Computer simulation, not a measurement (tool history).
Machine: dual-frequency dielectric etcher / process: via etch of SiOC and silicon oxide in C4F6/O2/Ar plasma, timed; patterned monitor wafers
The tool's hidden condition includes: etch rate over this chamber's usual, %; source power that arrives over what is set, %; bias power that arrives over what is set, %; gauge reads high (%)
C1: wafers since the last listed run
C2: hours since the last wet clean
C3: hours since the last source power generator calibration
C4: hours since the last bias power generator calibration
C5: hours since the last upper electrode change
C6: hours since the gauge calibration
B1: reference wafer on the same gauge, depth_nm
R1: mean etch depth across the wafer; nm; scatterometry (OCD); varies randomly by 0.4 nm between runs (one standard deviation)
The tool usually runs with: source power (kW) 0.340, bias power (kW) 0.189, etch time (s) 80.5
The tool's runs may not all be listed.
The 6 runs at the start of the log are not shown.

{"run": 7, "day": 2.592, "source power (kW)": 0.34, "bias power (kW)": 0.154, "etch time (s)": 80.5, "C1": 64, "C2": 495.3, "C3": 3342.1, "C4": 2379.0, "C5": 5457.3, "C6": 323.4, "B1": 85.8, "R1": 81.4}
{"run": 8, "day": 3.292, "source power (kW)": 0.34, "bias power (kW)": 0.154, "etch time (s)": 80.5, "C1": 140, "C2": 512.1, "C3": 3358.9, "C4": 2395.8, "C5": 5474.1, "C6": 340.2, "B1": 85.7, "R1": 81.5}
{"run": 9, "day": 3.908, "source power (kW)": 0.34, "bias power (kW)": 0.17, "etch time (s)": 80.5, "C1": 123, "C2": 526.9, "C3": 3373.7, "C4": 2410.6, "C5": 5488.9, "C6": 355.0, "B1": 85.8, "R1": 84.6}
{"run": 10, "day": 4.358, "source power (kW)": 0.34, "bias power (kW)": 0.17, "etch time (s)": 80.5, "C1": 90, "C2": 537.7, "C3": 3384.5, "C4": 2421.4, "C5": 5499.7, "C6": 365.8, "B1": 85.8, "R1": 84.9}
{"day": 4.596, "done": "gauge calibrated"}
{"day": 5.658, "done": "wet clean of the chamber"}
{"run": 11, "day": 5.679, "source power (kW)": 0.34, "bias power (kW)": 0.189, "etch time (s)": 80.5, "C1": 64, "C2": 0.5, "C3": 3416.2, "C4": 2453.1, "C5": 5531.4, "C6": 26.0, "B1": 85.7, "R1": 84.0}
{"run": 12, "day": 6.925, "source power (kW)": 0.34, "bias power (kW)": 0.189, "etch time (s)": 80.5, "C1": 250, "C2": 30.4, "C3": 3446.1, "C4": 2483.0, "C5": 5561.3, "C6": 55.9, "B1": 85.7, "R1": 85.0}
{"day": 7.308, "done": "source power generator calibrated"}
{"day": 7.771, "done": "bias power generator calibrated"}
{"day": 8.121, "done": "upper electrode replaced"}
{"run": 13, "day": 8.142, "source power (kW)": 0.34, "bias power (kW)": 0.189, "etch time (s)": 80.5, "C1": 106, "C2": 59.6, "C3": 20.0, "C4": 8.9, "C5": 0.5, "C6": 85.1, "B1": 85.7, "R1": 86.0}
{"run": 14, "day": 8.158, "source power (kW)": 0.34, "bias power (kW)": 0.189, "etch time (s)": 80.5, "C1": 3, "C2": 60.0, "C3": 20.4, "C4": 9.3, "C5": 0.9, "C6": 85.5, "B1": 85.7, "R1": 85.0}
{"run": 15, "day": 8.438, "source power (kW)": 0.42, "bias power (kW)": 0.15, "etch time (s)": 80.5, "C1": 56, "C2": 66.7, "C3": 27.1, "C4": 16.0, "C5": 7.6, "C6": 92.2, "B1": 85.7, "R1": 88.0}
{"run": 16, "day": 9.0, "source power (kW)": 0.34, "bias power (kW)": 0.189, "etch time (s)": 80.5, "C1": 113, "C2": 80.2, "C3": 40.6, "C4": 29.5, "C5": 21.1, "C6": 105.7, "B1": 85.7, "R1": 85.1}
{"run": 17, "day": 9.5, "source power (kW)": 0.37, "bias power (kW)": 0.211, "etch time (s)": 72.5, "C1": 100, "C2": 92.2, "C3": 52.6, "C4": 41.5, "C5": 33.1, "C6": 117.7, "B1": 85.7, "R1": 82.9}
{"run": 18, "day": 10.046, "source power (kW)": 0.34, "bias power (kW)": 0.189, "etch time (s)": 80.5, "C1": 109, "C2": 105.3, "C3": 65.7, "C4": 54.6, "C5": 46.2, "C6": 130.8, "B1": 85.7, "R1": 85.3}
{"run": 19, "day": 10.438, "source power (kW)": 0.37, "bias power (kW)": 0.226, "etch time (s)": 72.5, "C1": 78, "C2": 114.7, "C3": 75.1, "C4": 64.0, "C5": 55.6, "C6": 140.2, "B1": 85.6, "R1": 85.9}
{"run": 20, "day": 10.762, "source power (kW)": 0.34, "bias power (kW)": 0.189, "etch time (s)": 80.5, "C1": 65, "C2": 122.5, "C3": 82.9, "C4": 71.8, "C5": 63.4, "C6": 148.0, "B1": 85.7, "R1": 85.1}
{"run": 21, "day": 11.229, "source power (kW)": 0.34, "bias power (kW)": 0.189, "etch time (s)": 69.0, "C1": 93, "C2": 133.7, "C3": 94.1, "C4": 83.0, "C5": 74.6, "C6": 159.2, "B1": 85.7, "R1": 73.2}
{"run": 22, "day": 11.888, "source power (kW)": 0.34, "bias power (kW)": 0.189, "etch time (s)": 80.5, "C1": 132, "C2": 149.5, "C3": 109.9, "C4": 98.8, "C5": 90.4, "C6": 175.0, "B1": 85.7, "R1": 86.0}
{"run": 23, "day": 12.383, "source power (kW)": 0.34, "bias power (kW)": 0.189, "etch time (s)": 65.0, "C1": 99, "C2": 161.4, "C3": 121.8, "C4": 110.7, "C5": 102.3, "C6": 186.9, "B1": 85.7, "R1": 68.8}
{"run": 24, "day": 12.704, "source power (kW)": 0.34, "bias power (kW)": 0.189, "etch time (s)": 80.5, "C1": 64, "C2": 169.1, "C3": 129.5, "C4": 118.4, "C5": 110.0, "C6": 194.6, "B1": 85.7, "R1": 85.9}
{"run": 25, "day": 13.088, "source power (kW)": 0.29, "bias power (kW)": 0.226, "etch time (s)": 69.5, "C1": 77, "C2": 178.3, "C3": 138.7, "C4": 127.6, "C5": 119.2, "C6": 203.8, "B1": 85.7, "R1": 72.6}
{"run": 26, "day": 13.721, "source power (kW)": 0.31, "bias power (kW)": 0.189, "etch time (s)": 80.5, "C1": 127, "C2": 193.5, "C3": 153.9, "C4": 142.8, "C5": 134.4, "C6": 219.0, "B1": 85.7, "R1": 82.0}
{"run": 27, "day": 14.133, "source power (kW)": 0.37, "bias power (kW)": 0.224, "etch time (s)": 80.5, "C1": 82, "C2": 203.4, "C3": 163.8, "C4": 152.7, "C5": 144.3, "C6": 228.9, "B1": 85.7, "R1": 94.7}
{"run": 28, "day": 14.512, "source power (kW)": 0.27, "bias power (kW)": 0.189, "etch time (s)": 86.5, "C1": 76, "C2": 212.5, "C3": 172.9, "C4": 161.8, "C5": 153.4, "C6": 238.0, "B1": 85.8, "R1": 81.6}
{"run": 29, "day": 14.925, "source power (kW)": 0.34, "bias power (kW)": 0.189, "etch time (s)": 80.5, "C1": 82, "C2": 222.4, "C3": 182.8, "C4": 171.7, "C5": 163.3, "C6": 247.9, "B1": 85.7, "R1": 85.2}
{"run": 30, "day": 15.283, "source power (kW)": 0.42, "bias power (kW)": 0.174, "etch time (s)": 98.0, "C1": 72, "C2": 231.0, "C3": 191.4, "C4": 180.3, "C5": 171.9, "C6": 256.5, "B1": 85.7, "R1": 113.5}

Predict each of these 4 candidate next runs independently; none follows another, all start after run 30:
{"run": "A", "day": 15.3, "source power (kW)": 0.34, "bias power (kW)": 0.189, "etch time (s)": 80.5, "C1": 3, "C2": 231.4, "C3": 191.8, "C4": 180.7, "C5": 172.3, "C6": 256.9, "B1": "?", "R1": "?"}
{"run": "B", "day": 15.3, "source power (kW)": 0.4, "bias power (kW)": 0.232, "etch time (s)": 99.0, "C1": 3, "C2": 231.4, "C3": 191.8, "C4": 180.7, "C5": 172.3, "C6": 256.9, "B1": "?", "R1": "?"}
{"run": "C", "day": 15.3, "source power (kW)": 0.34, "bias power (kW)": 0.189, "etch time (s)": 89.0, "C1": 3, "C2": 231.4, "C3": 191.8, "C4": 180.7, "C5": 172.3, "C6": 256.9, "B1": "?", "R1": "?"}
{"run": "D", "day": 15.3, "source power (kW)": 0.4, "bias power (kW)": 0.218, "etch time (s)": 62.5, "C1": 3, "C2": 231.4, "C3": 191.8, "C4": 180.7, "C5": 172.3, "C6": 256.9, "B1": "?", "R1": "?"}

run=A B1=85.7 R1=86.1
run=B B1=85.7 R1=123.1
run=C B1=85.7 R1=95.2
run=D B1=85.7 R1=76.1
What these runs would have given with no unlogged condition in the tool:
run=A R1=84.9
run=B R1=121.4
run=C R1=93.9
run=D R1=75.1

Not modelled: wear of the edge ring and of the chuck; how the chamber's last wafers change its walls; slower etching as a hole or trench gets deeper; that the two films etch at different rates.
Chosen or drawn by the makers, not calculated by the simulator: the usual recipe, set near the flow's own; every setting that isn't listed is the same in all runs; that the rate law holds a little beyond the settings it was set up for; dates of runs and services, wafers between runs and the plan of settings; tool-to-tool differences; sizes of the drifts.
